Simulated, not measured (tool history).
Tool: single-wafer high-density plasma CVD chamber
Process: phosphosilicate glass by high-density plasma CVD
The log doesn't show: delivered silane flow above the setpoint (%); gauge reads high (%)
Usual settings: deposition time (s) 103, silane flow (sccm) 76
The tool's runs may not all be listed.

run	hour	deposition time (s)	silane flow (sccm)	wafers since the last listed run	hours since the silane flow controller was replaced	hours since the gauge calibration	read-back reference wafer on the same gauge, thickness_nm	mean film thickness on the monitor wafer (nm)
1	0.0	103	76	0	3283.0	156.5	845.179	762.608
2	33.2	103	76	596	3316.2	189.7	844.991	760.268
3	66.4	103	76	596	3349.4	222.9	845.160	758.522
4	94.0	119	76	496	3377.0	250.5	845.107	878.206
5	113.2	119	76	345	3396.2	269.7	844.806	877.233
6	128.3	103	76	271	3411.3	284.8	844.660	759.178
7	161.0	103	76	587	3444.0	317.5	845.124	756.838
8	194.0	114	83	593	3477.0	350.5	844.515	915.525
# hour 203.9: gauge calibrated
9	218.7	93	82	443	3501.7	14.8	845.061	737.419
# hour 251.5: silane flow controller replaced
10	252.1	103	62	456	0.6	48.2	844.829	651.769
11	281.5	89	85	528	30.0	77.6	845.545	771.331
12	302.9	113	90	384	51.4	99.0	845.395	1037.393
13	331.3	103	76	510	79.8	127.4	844.528	797.358
14	361.9	103	76	550	110.4	158.0	845.580	797.302
15	381.1	103	61	345	129.6	177.2	845.325	641.695

Measured less the same run without the tool's hidden state. The same run-to-run variation is in both; the gauge's scatter may not be:
run	mean film thickness on the monitor wafer (nm)
1	-30.365
2	-30.918
3	-31.499
4	-37.103
5	-37.507
6	-32.764
7	-33.325
8	-41.131
9	-33.627
10	+4.654
11	+5.506
12	+7.398
13	+5.676
14	+5.659
15	+4.544

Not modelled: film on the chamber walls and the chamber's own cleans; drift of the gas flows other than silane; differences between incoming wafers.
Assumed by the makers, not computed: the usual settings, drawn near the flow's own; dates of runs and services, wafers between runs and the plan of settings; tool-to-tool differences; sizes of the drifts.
